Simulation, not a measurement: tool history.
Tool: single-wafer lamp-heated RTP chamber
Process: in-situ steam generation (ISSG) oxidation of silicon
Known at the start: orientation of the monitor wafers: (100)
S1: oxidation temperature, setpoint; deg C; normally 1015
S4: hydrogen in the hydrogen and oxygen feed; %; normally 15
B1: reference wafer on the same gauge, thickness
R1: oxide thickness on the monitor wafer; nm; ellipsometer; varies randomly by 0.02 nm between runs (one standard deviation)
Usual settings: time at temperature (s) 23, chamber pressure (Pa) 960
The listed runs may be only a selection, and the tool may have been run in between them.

Run 1, hour 0: usual settings but S4 11 %; B1 4.797. Result: R1 5.169 nm.
Run 2, hour 48.4: usual settings but S4 11 %; B1 4.802. Result: R1 5.208 nm.
Run 3, hour 89.3: usual settings but time at temperature (s) 28; B1 4.791. Result: R1 6.137 nm.
Run 4, hour 123.5: usual settings but S4 19 %; B1 4.808. Result: R1 5.803 nm.
Run 5, hour 148.6: usual settings but S4 19 %; B1 4.795. Result: R1 5.782 nm.
Run 6, hour 208.9: usual settings but S4 19 %; B1 4.79. Result: R1 5.743 nm.
Run 7, hour 236.3: usual settings; B1 4.798. Result: R1 5.456 nm.
Run 8, hour 304.8: usual settings; B1 4.8. Result: R1 5.5 nm.
Run 9, hour 339.5: usual settings; B1 4.798. Result: R1 5.47 nm.
Run 10, hour 392.6: usual settings; B1 4.8. Result: R1 5.506 nm.
Run 11, hour 431.4: usual settings; B1 4.8. Result: R1 5.498 nm.
Run 12, hour 486.6: usual settings; B1 4.804. Result: R1 5.507 nm.
Run 13, hour 513.4: usual settings but chamber pressure (Pa) 920; B1 4.801. Result: R1 5.49 nm.
Run 14, hour 546.6: usual settings but time at temperature (s) 15; B1 4.803. Result: R1 4.488 nm.
Run 15, hour 600.1: usual settings but S1 1000 deg C, time at temperature (s) 17, chamber pressure (Pa) 920, S4 11 %; B1 4.798. Result: R1 4.161 nm.
Run 16, hour 663.4: usual settings; B1 4.797. Result: R1 5.546 nm.
Run 17, hour 727.1: usual settings but time at temperature (s) 20; B1 4.8. Result: R1 5.17 nm.
Run 18, hour 761.5: usual settings but time at temperature (s) 28, S4 11 %; B1 4.802. Result: R1 5.743 nm.
Run 19, hour 815: usual settings; B1 4.802. Result: R1 5.447 nm.
Run 20, hour 847.3: usual settings but S1 1002 deg C, chamber pressure (Pa) 920, S4 11 %; B1 4.796. Result: R1 4.802 nm.
Run 21, hour 918.4: usual settings but time at temperature (s) 30; B1 4.793. Result: R1 6.287 nm.
Run 22, hour 982.2: usual settings but S1 999 deg C, time at temperature (s) 30, chamber pressure (Pa) 920, S4 24 %; B1 4.803. Result: R1 6.497 nm.
Run 23, hour 1022.4: usual settings; B1 4.794. Result: R1 5.462 nm.
Run 24, hour 1046.6: usual settings but S1 1008 deg C, time at temperature (s) 30; B1 4.799. Result: R1 6.079 nm.
Run 25, hour 1239: usual settings but chamber pressure (Pa) 920, S4 12 %; B1 4.8. Result: R1 5.233 nm.
Run 26, hour 1294.1: usual settings but S1 999 deg C, time at temperature (s) 25; B1 4.806. Result: R1 5.355 nm.
Run 27, hour 1333.6: usual settings; B1 4.808. Result: R1 5.526 nm.
Run 28, hour 1397.9: usual settings but S1 1021 deg C, chamber pressure (Pa) 920; B1 4.8. Result: R1 5.677 nm.
Run 29, hour 1458.2: usual settings but S4 21 %; B1 4.8. Result: R1 5.988 nm.
Run 30, hour 1490.3: usual settings but S1 1000 deg C, time at temperature (s) 20, chamber pressure (Pa) 1053, S4 11 %; B1 4.793. Result: R1 4.571 nm.

Not shown: 5 entries that the log had between the listed runs. Between which runs, and how does the tool's hidden state differ before and after?
After run 3, before run 4: pyrometer window cleaned and pyrometer calibrated (hour 113.9)
  true wafer temperature minus pyrometer reading, K: 3.46 -> 0.547
  the result without the hidden state subtracted from the measured one, R1: +0.102 -> +0.015 nm
After run 14, before run 15: pressure gauge zeroed (hour 561.6)
  true wafer temperature minus pyrometer reading, K: 1.85 -> 2.2
  the result without the hidden state subtracted from the measured one, R1: +0.034 -> +0.036 nm
After run 15, before run 16: hydrogen flow controller replaced (hour 610.5)
  true wafer temperature minus pyrometer reading, K: 2.2 -> 2.65
  the result without the hidden state subtracted from the measured one, R1: +0.036 -> +0.068 nm
After run 18, before run 19: pyrometer window cleaned and pyrometer calibrated (hour 814.5)
  true wafer temperature minus pyrometer reading, K: 3.47 -> 0.482
  the result without the hidden state subtracted from the measured one, R1: +0.096 -> +0.012 nm
After run 21, before run 22: gauge calibrated (hour 975.9)
  true wafer temperature minus pyrometer reading, K: 0.557 -> 0.678
  the result without the hidden state subtracted from the measured one, R1: +0.017 -> +0.02 nm
